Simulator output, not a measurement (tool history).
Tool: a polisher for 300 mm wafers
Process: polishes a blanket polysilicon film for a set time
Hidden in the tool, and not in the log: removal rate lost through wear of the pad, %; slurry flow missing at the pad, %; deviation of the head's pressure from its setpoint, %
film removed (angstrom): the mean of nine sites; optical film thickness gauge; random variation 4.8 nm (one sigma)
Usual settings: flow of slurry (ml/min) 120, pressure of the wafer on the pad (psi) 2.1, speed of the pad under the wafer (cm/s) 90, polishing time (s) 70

run	hour	flow of slurry (ml/min)	pressure of the wafer on the pad (psi)	speed of the pad under the wafer (cm/s)	polishing time (s)	wafers since the last listed run	wafers polished on this pad	hours since the slurry nozzle was cleaned	hours since the head pressure was calibrated	incoming thickness of the incoming film, nm	film removed (angstrom)
1	0.0	120	2.1	90	70	0	295	299.3	266.6	1853.2	3897
2	24.3	120	2.1	90	70	209	504	323.6	290.9	1873.3	3822
3	38.5	120	2.1	90	70	122	627	337.8	305.1	1895.4	3670
4	69.8	120	2.1	90	70	270	897	369.1	336.4	1872.3	3643
# hour 94.4: worn pad replaced by a new one
5	100.9	120	2.1	90	70	233	56	400.2	367.5	1892.9	4009
6	120.8	120	2.1	90	70	171	227	420.1	387.4	1863.6	3888
7	139.5	120	2.1	90	70	161	389	438.8	406.1	1861.7	3880
8	174.5	120	2.1	90	70	302	691	473.8	441.1	1895.7	3733
9	199.7	120	2.1	90	70	217	908	499.0	466.3	1834.5	3726
# hour 216.1: worn pad replaced by a new one
10	296.5	120	1.8	90	76	800	693	595.8	563.1	1840.9	3492
11	323.1	120	1.8	90	76	229	923	622.4	589.7	1888.6	3382
# hour 335.4: worn pad replaced by a new one
12	346.4	120	1.8	90	76	166	94	645.7	613.0	1885.1	3765
13	361.2	120	2.1	70	70	127	222	660.5	627.8	1839.1	3082
14	377.6	120	2.1	90	70	141	363	676.9	644.2	1825.3	3888
15	398.5	140	2.1	90	83	180	544	697.8	665.1	1867.7	4746
16	428.5	120	2.1	80	87	258	803	727.8	695.1	1839.3	4135
17	458.4	110	1.6	102	70	257	1061	757.7	725.0	1847.0	3097
# hour 475.7: slurry nozzle cleaned
18	480.6	140	1.5	82	93	182	1244	4.9	747.2	1828.1	3197
# hour 486.0: head pressure recalibrated
# hour 495.7: worn pad replaced by a new one
19	496.2	135	2.1	90	70	82	3	20.5	10.2	1884.2	4061
20	513.8	120	2.1	90	63	151	155	38.1	27.8	1859.9	3476
21	538.3	140	2.5	58	60	211	367	62.6	52.3	1860.5	2611
22	554.2	85	2.1	116	92	137	504	78.5	68.2	1853.7	5989
23	586.8	105	2.5	90	70	281	785	111.1	100.8	1847.4	4278
24	620.0	135	2.1	90	70	286	1072	144.3	134.0	1857.1	3685
# hour 647.8: worn pad replaced by a new one
25	648.3	155	2.7	66	62	209	4	172.6	162.3	1831.1	3517

Forecast each of these 3 alternatives for the next run:
A	648.8	120	2.1	64	70	4	8	173.1	162.8	1864.5	?
B	648.8	120	2.1	106	70	4	8	173.1	162.8	1864.5	?
C	648.8	140	2.5	100	90	4	8	173.1	162.8	1864.5	?

run	film removed (angstrom)
A	2880
B	4770
C	7066
Without the tool's hidden state the same runs would have given:
run	film removed (angstrom)
A	2888
B	4783
C	7085
